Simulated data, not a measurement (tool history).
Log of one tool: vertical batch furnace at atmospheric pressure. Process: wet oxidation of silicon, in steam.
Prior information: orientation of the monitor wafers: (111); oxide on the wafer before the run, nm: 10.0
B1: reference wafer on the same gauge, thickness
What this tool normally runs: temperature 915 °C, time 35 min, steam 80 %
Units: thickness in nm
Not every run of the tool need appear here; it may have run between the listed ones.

Run 1, hour 0: usual settings; B1 173. Result: thickness 167.24 nm.
Run 2, hour 25.2: usual settings; B1 173.14. Result: thickness 168.52 nm.
Run 3, hour 50.8: usual settings; B1 173.04. Result: thickness 168.08 nm.
Run 4, hour 79.2: usual settings but steam 73 %; B1 172.88. Result: thickness 156.87 nm.
At hour 115.2: steam generator serviced.
Run 5, hour 115.7: usual settings but steam 73 %; B1 172.97. Result: thickness 155.95 nm.
Run 6, hour 146.4: usual settings; B1 172.87. Result: thickness 168.76 nm.
Run 7, hour 159.3: usual settings; B1 172.97. Result: thickness 168.58 nm.
Run 8, hour 179.2: usual settings; B1 173.05. Result: thickness 167.85 nm.
At hour 199.5: gauge calibrated.
Run 9, hour 217: usual settings; B1 173.09. Result: thickness 168.67 nm.
Run 10, hour 229.6: usual settings; B1 172.83. Result: thickness 168.34 nm.
Run 11, hour 259.9: usual settings but time 40 min; B1 172.84. Result: thickness 187.22 nm.
Run 12, hour 291.6: usual settings but temperature 929 °C; B1 172.98. Result: thickness 190.72 nm.
Run 13, hour 330.2: usual settings but temperature 929 °C; B1 172.98. Result: thickness 192.58 nm.
Run 14, hour 356.8: usual settings but temperature 934 °C, time 18 min; B1 172.91. Result: thickness 121.03 nm.
Run 15, hour 383.4: usual settings but time 23.5 min, steam 71 %; B1 172.84. Result: thickness 112.5 nm.
Run 16, hour 418.6: usual settings; B1 172.96. Result: thickness 169.21 nm.
Run 17, hour 434.4: usual settings but temperature 907 °C; B1 172.99. Result: thickness 155.1 nm.
At hour 458.5: thermocouples replaced and temperature profile calibrated.
Run 18, hour 468.8: usual settings but temperature 906 °C; B1 173.13. Result: thickness 144.73 nm.
Run 19, hour 497.1: usual settings; B1 173.08. Result: thickness 159.84 nm.
Run 20, hour 522.7: usual settings but steam 72 %; B1 172.92. Result: thickness 148.32 nm.
Run 21, hour 541.7: usual settings but temperature 909 °C, steam 77 %; B1 172.95. Result: thickness 145.94 nm.
Run 22, hour 595.7: usual settings but time 51.5 min, steam 87 %; B1 172.97. Result: thickness 232.03 nm.
Run 23, hour 625.3: usual settings but temperature 936 °C, time 27.5 min, steam 68 %; B1 172.95. Result: thickness 144.5 nm.
Run 24, hour 650.9: usual settings but temperature 929 °C; B1 172.93. Result: thickness 185.4 nm.
Run 25, hour 683.7: usual settings but temperature 905 °C, time 43.5 min, steam 87 %; B1 172.81. Result: thickness 184.59 nm.
Run 26, hour 711.6: usual settings but steam 86 %; B1 173.11. Result: thickness 170.47 nm.
Run 27, hour 740.8: usual settings but time 20 min, steam 75 %; B1 172.97. Result: thickness 98.86 nm.
Run 28, hour 754.7: usual settings but steam 70 %; B1 173.13. Result: thickness 146.48 nm.
Run 29, hour 783.3: usual settings but temperature 931 °C, time 26.5 min; B1 173.01. Result: thickness 152.98 nm.
Run 30, hour 824.2: usual settings but time 51 min, steam 68 %; B1 172.93. Result: thickness 193.09 nm.
Run 31, hour 846.2: usual settings but temperature 924 °C, time 24 min; B1 172.99. Result: thickness 132.64 nm.
Run 32, hour 859.9: usual settings but temperature 906 °C, steam 74 %; B1 172.9. Result: thickness 139.99 nm.
Run 33, hour 872.4: usual settings; B1 173.04. Result: thickness 163.94 nm.
Run 34, hour 885.7: usual settings but steam 69 %; B1 173.18. Result: thickness 146.04 nm.
Run 35, hour 898.5: usual settings but time 47 min, steam 84 %; B1 172.95. Result: thickness 213.62 nm.
Run 36, hour 918: usual settings; B1 172.93. Result: thickness 162.98 nm.
Run 37, hour 937.8: usual settings but temperature 901 °C, steam 74 %; B1 172.97. Result: thickness 132.35 nm.

Exercise: give the hidden state of the tool at every run:
steam share off its setpoint, % of the setpoint: 0 in every run
gauge reads high (%): 0 in every run
H1: true tube temperature minus thermocouple reading, K
run     H1
  1    5.5
  2   5.51
  3   5.52
  4   5.53
  5   5.54
  6   5.55
  7   5.55
  8   5.56
  9   5.57
 10   5.57
 11   5.58
 12   5.59
 13    5.6
 14   5.61
 15   5.61
 16   5.62
 17   5.63
 18  0.323
 19  0.499
 20  0.653
 21  0.764
 22   1.07
 23   1.22
 24   1.36
 25   1.52
 26   1.65
 27   1.79
 28   1.85
 29   1.98
 30   2.15
 31   2.24
 32   2.29
 33   2.34
 34   2.39
 35   2.44
 36   2.51
 37   2.58
